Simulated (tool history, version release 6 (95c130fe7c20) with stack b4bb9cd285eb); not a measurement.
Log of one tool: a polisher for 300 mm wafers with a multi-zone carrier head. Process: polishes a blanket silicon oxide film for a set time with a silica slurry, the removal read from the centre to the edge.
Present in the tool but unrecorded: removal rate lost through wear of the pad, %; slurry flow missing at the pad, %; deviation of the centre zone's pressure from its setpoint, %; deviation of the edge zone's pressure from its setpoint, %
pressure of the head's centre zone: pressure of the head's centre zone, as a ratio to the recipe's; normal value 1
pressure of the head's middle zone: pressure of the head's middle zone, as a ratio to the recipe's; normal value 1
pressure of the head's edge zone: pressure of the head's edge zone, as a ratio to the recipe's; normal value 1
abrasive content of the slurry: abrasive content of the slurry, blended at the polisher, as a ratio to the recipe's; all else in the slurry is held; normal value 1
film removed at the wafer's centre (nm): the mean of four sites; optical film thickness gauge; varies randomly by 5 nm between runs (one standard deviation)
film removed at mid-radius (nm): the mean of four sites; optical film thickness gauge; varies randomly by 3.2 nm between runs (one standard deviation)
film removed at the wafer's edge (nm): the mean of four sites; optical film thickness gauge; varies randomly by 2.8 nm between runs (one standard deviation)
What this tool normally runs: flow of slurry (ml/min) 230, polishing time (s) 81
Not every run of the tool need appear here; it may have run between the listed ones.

run	hour	flow of slurry (ml/min)	pressure of the head's centre zone	pressure of the head's middle zone	pressure of the head's edge zone	abrasive content of the slurry	polishing time (s)	wafers since the last listed run	wafers polished on this pad	hours since the slurry nozzle was cleaned	hours since the centre zone pressure was calibrated	hours since the edge zone pressure was calibrated	hours since the carrier head's membrane was replaced	incoming thickness of the incoming film, nm	film removed at the wafer's centre (nm)	film removed at mid-radius (nm)	film removed at the wafer's edge (nm)
1	0	230	1	1	1	1	88	0	623	73.1	0.5	1052.4	843	1003.2	391.5	400.7	403.7
2	64.2	230	1	1	1	1	88	443	1067	137.3	64.7	1116.6	907.2	1031.3	397.7	389.3	395.9
# hour 131.7: worn pad replaced by a new one
# hour 157: slurry nozzle cleaned
3	165.3	230	1	1	1	1	88	663	225	8.3	165.8	1217.7	1008.3	1036.2	404.3	418.8	416.3
4	182.2	230	0.92	1	1	1.1	81	116	341	25.2	182.7	1234.6	1025.2	1031.3	358.6	393.5	392.4
5	217.8	230	1	0.96	1.11	1	81	245	587	60.8	218.3	1270.2	1060.8	1004	368.5	361.3	392.5
6	255.4	255	1	1	0.96	1	81	259	846	98.4	255.9	1307.8	1098.4	1019.1	369.4	368.7	371.1
7	275.4	230	1	1	1	1	81	138	985	118.4	275.9	1327.8	1118.4	1019.1	362.2	371.2	364.6
# hour 293.5: carrier head's membrane replaced by a new one
# hour 307.2: worn pad replaced by a new one
8	307.7	230	0.92	1.08	1.08	1	81	160	3	150.7	308.2	1360.1	14.2	1029.4	348.8	408.4	396.3
9	321.9	230	0.92	1	1	1.1	81	98	101	164.9	322.4	1374.3	28.4	1021.2	353.4	393.8	398.8
10	339.3	270	1	1	0.95	1	81	120	221	182.3	339.8	1391.7	45.8	1014.9	380.6	386.3	378.4
# hour 346.8: centre zone pressure recalibrated
11	358.4	200	1	1.09	1	1.3	108	118	339	201.4	11.6	1410.8	64.9	1022.5	526.7	580.5	535.3
12	376.8	230	1	1	1	1	106	127	466	219.8	30	1429.2	83.3	1023.4	498.9	496.4	493.8
# hour 387.6: edge zone pressure recalibrated
13	410.7	230	1.06	1.1	1	1.3	65	220	686	253.7	63.9	23.1	117.2	1021.1	343.1	344.4	322
# hour 422.7: slurry nozzle cleaned
14	440.5	230	1	0.96	1	0.75	100	198	885	17.8	93.7	52.9	147	1009.1	411.5	410.6	423.4
15	475.3	230	1	1	0.93	1	81	240	1125	52.6	128.5	87.7	181.8	1019.4	364.6	367.6	351.4
# hour 499.8: worn pad replaced by a new one
16	506.6	230	1	1	1	1	81	188	47	83.9	159.8	119	213.1	1028.8	379.4	381.7	381
17	519.1	180	1.09	0.96	1.08	1	81	86	133	96.4	172.3	131.5	225.6	1024.5	405.5	365.6	386.7
18	537.8	230	1	0.93	1.07	1	81	129	262	115.1	191	150.2	244.3	1022.2	372.9	363.4	390.2
19	564.6	230	1	1	1	0.8	92	184	447	141.9	217.8	177	271.1	1007	390.4	401.3	401.8
20	580	230	1	0.95	1	1	70	106	553	157.3	233.2	192.4	286.5	1005.5	322.5	308	321.2
# hour 648.9: slurry nozzle cleaned
21	652.2	230	1	1	1.05	1	81	491	1045	3.3	305.4	264.6	358.7	1002.7	353.2	361.5	374.3

Each row is a separate what-if for the run after 21, all from the same tool condition, not one after another. Results?
A	652.6	230	1	1	1	1	81	2	1048	3.7	305.8	265	359.1	1020.2	?	?	?
B	652.6	180	1	1	1	1	81	2	1048	3.7	305.8	265	359.1	1020.2	?	?	?
C	652.6	230	1	1	0.9	1	90	2	1048	3.7	305.8	265	359.1	1020.2	?	?	?
D	652.6	230	1	0.89	1	1	81	2	1048	3.7	305.8	265	359.1	1020.2	?	?	?

run	film removed at the wafer's centre (nm)	film removed at mid-radius (nm)	film removed at the wafer's edge (nm)
A	357.7	362.6	364.1
B	347.4	353.1	357
C	397.4	402.9	385
D	357.4	328.9	364.6
The same runs, with their run-to-run variation unchanged, on a tool lacking any hidden condition would have given:
run	film removed at the wafer's centre (nm)	film removed at mid-radius (nm)	film removed at the wafer's edge (nm)
A	381.3	386.5	388.1
B	370.3	376.4	380.6
C	423.6	429.5	410.4
D	381	350.6	388.7

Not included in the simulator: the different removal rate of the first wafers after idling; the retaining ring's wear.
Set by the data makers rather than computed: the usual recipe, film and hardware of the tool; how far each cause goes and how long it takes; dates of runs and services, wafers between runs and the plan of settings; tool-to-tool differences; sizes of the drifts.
